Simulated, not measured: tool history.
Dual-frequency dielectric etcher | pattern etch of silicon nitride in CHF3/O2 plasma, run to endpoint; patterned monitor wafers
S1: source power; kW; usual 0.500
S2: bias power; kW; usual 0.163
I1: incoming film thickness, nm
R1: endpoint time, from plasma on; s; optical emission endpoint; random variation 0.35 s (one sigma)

run,hour,S1,S2,I1,R1
1,0.0,0.500,0.141,67.5,51.9
2,14.7,0.500,0.163,67.3,49.4
3,30.3,0.580,0.163,68.5,47.7
4,46.8,0.580,0.163,67.7,47.2
5,73.1,0.410,0.135,68.0,55.8
6,97.1,0.410,0.135,67.6,55.6
7,123.1,0.410,0.135,67.6,56.5
8,150.8,0.500,0.133,68.2,52.4
9,182.5,0.500,0.133,67.5,53.1
10,209.3,0.500,0.133,67.9,53.6
11,237.0,0.500,0.163,67.7,50.3
12,249.2,0.570,0.147,68.2,50.6
13,266.3,0.500,0.185,68.2,49.3
# hour 276.9: bias power generator calibrated
14,279.6,0.410,0.201,67.9,51.5
# hour 315.4: upper electrode replaced
15,315.9,0.580,0.163,67.5,48.2
16,316.2,0.430,0.123,67.4,57.4
17,326.0,0.500,0.126,67.7,54.5
18,373.8,0.560,0.163,68.3,50.3
19,397.7,0.540,0.148,67.8,50.9
20,431.9,0.590,0.181,67.0,47.3
21,444.1,0.410,0.147,67.1,55.9
# hour 470.7: source power generator calibrated
22,471.2,0.600,0.149,67.7,50.5
# hour 496.8: wet clean of the chamber
23,497.3,0.610,0.140,67.5,47.7
24,513.5,0.410,0.139,66.8,54.0
25,526.0,0.470,0.148,67.7,52.0
26,543.1,0.500,0.163,67.6,49.8
27,565.9,0.540,0.163,67.4,47.8
28,600.0,0.500,0.149,68.0,51.0
29,613.4,0.540,0.163,67.0,48.0
30,625.8,0.500,0.163,67.9,50.0
31,640.8,0.440,0.141,67.6,54.5
32,671.4,0.460,0.163,67.1,51.1
33,685.7,0.500,0.163,67.7,49.9
34,702.5,0.390,0.188,67.7,52.2
35,725.8,0.420,0.163,67.4,53.5
36,738.3,0.610,0.204,67.2,44.1

3 ways to go on from here, each from the tool as it stands after run 36. What would each give?
A,738.7,0.390,0.163,67.8,?
B,738.7,0.460,0.185,67.8,?
C,738.7,0.420,0.125,67.8,?

run,R1
A,55.5
B,50.6
C,58.0
Without the tool's hidden state the same runs would have given:
run,R1
A,53.9
B,49.2
C,56.4
